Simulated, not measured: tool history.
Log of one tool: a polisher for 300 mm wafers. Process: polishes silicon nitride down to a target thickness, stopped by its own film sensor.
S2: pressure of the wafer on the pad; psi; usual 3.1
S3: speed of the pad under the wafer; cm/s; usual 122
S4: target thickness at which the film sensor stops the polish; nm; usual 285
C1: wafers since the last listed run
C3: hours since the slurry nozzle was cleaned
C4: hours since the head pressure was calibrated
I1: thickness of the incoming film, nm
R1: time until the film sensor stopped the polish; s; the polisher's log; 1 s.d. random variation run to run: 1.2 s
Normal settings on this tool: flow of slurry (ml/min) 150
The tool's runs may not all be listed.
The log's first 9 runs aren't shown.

Run 10, hour 208.4: usual settings but S3 146 cm/s; C1 240; wafers polished on this pad 667; C3 151.3; C4 1255.7; I1 446. Result: R1 83.6 s.
Run 11, hour 227.7: usual settings but S3 146 cm/s; C1 181; wafers polished on this pad 848; C3 170.6; C4 1275; I1 429.8. Result: R1 75.1 s.
Run 12, hour 246: usual settings but flow of slurry (ml/min) 175; C1 172; wafers polished on this pad 1021; C3 188.9; C4 1293.3; I1 442.3. Result: R1 85.8 s.
At hour 257.3: worn pad replaced by a new one.
Run 13, hour 259.5: usual settings but S2 2.3 psi; C1 89; wafers polished on this pad 20; C3 202.4; C4 1306.8; I1 431.6. Result: R1 103.2 s.
At hour 263.7: head pressure recalibrated.
Run 14, hour 278.3: usual settings but S2 2.3 psi; C1 157; wafers polished on this pad 178; C3 221.2; C4 14.6; I1 436. Result: R1 104.6 s.
Run 15, hour 303.4: usual settings but S2 2.3 psi; C1 236; wafers polished on this pad 414; C3 246.3; C4 39.7; I1 438.2. Result: R1 110.6 s.
Run 16, hour 324.4: usual settings but flow of slurry (ml/min) 195, S2 2.3 psi, S3 146 cm/s, S4 240 nm; C1 197; wafers polished on this pad 612; C3 267.3; C4 60.7; I1 436.4. Result: R1 124.2 s.
Run 17, hour 350.9: usual settings but flow of slurry (ml/min) 180, S2 2.5 psi, S3 82 cm/s, S4 309 nm; C1 249; wafers polished on this pad 861; C3 293.8; C4 87.2; I1 438.7. Result: R1 98.1 s.
At hour 368.9: worn pad replaced by a new one.
Run 18, hour 369.8: usual settings but flow of slurry (ml/min) 120, S3 156 cm/s, S4 330 nm; C1 140; wafers polished on this pad 8; C3 312.7; C4 106.1; I1 442.3. Result: R1 58.9 s.
Run 19, hour 397.2: usual settings but flow of slurry (ml/min) 130, S2 2.6 psi, S3 96 cm/s, S4 254 nm; C1 257; wafers polished on this pad 265; C3 340.1; C4 133.5; I1 438.3. Result: R1 134.7 s.
Run 20, hour 409.8: usual settings but flow of slurry (ml/min) 125, S2 2.3 psi, S4 325 nm; C1 118; wafers polished on this pad 384; C3 352.7; C4 146.1; I1 434.5. Result: R1 78.1 s.
Run 21, hour 423.6: usual settings but flow of slurry (ml/min) 180, S2 2.7 psi, S4 253 nm; C1 129; wafers polished on this pad 514; C3 366.5; C4 159.9; I1 440.3. Result: R1 120 s.
Run 22, hour 458.7: usual settings but flow of slurry (ml/min) 180, S3 144 cm/s, S4 249 nm; C1 330; wafers polished on this pad 844; C3 401.6; C4 195; I1 436. Result: R1 98.3 s.
Run 23, hour 486.4: usual settings; C1 260; wafers polished on this pad 1104; C3 429.3; C4 222.7; I1 431.8. Result: R1 84.7 s.
At hour 490.2: slurry nozzle cleaned.
At hour 508.3: worn pad replaced by a new one.
Run 24, hour 510.6: usual settings but S2 2.6 psi, S3 80 cm/s; C1 180; wafers polished on this pad 21; C3 20.4; C4 246.9; I1 433.3. Result: R1 106.7 s.
Run 25, hour 529.3: usual settings; C1 175; wafers polished on this pad 197; C3 39.1; C4 265.6; I1 437.3. Result: R1 88.2 s.
Run 26, hour 558.2: usual settings; C1 271; wafers polished on this pad 469; C3 68; C4 294.5; I1 436. Result: R1 83.9 s.
Run 27, hour 577.9: usual settings but S3 162 cm/s; C1 185; wafers polished on this pad 654; C3 87.7; C4 314.2; I1 439.9. Result: R1 77 s.
Run 28, hour 591.3: usual settings but S4 307 nm; C1 126; wafers polished on this pad 780; C3 101.1; C4 327.6; I1 441.5. Result: R1 74.4 s.

What will run 29 give?
Run 29, hour 608.6: usual settings but S3 112 cm/s; C1 162; wafers polished on this pad 943; C3 118.4; C4 344.9; I1 449.3. Result: R1 ?.

Logged for run 29: R1 92.5 s.
The same run, on a tool lacking any hidden state, would have yielded R1 91.9 s.

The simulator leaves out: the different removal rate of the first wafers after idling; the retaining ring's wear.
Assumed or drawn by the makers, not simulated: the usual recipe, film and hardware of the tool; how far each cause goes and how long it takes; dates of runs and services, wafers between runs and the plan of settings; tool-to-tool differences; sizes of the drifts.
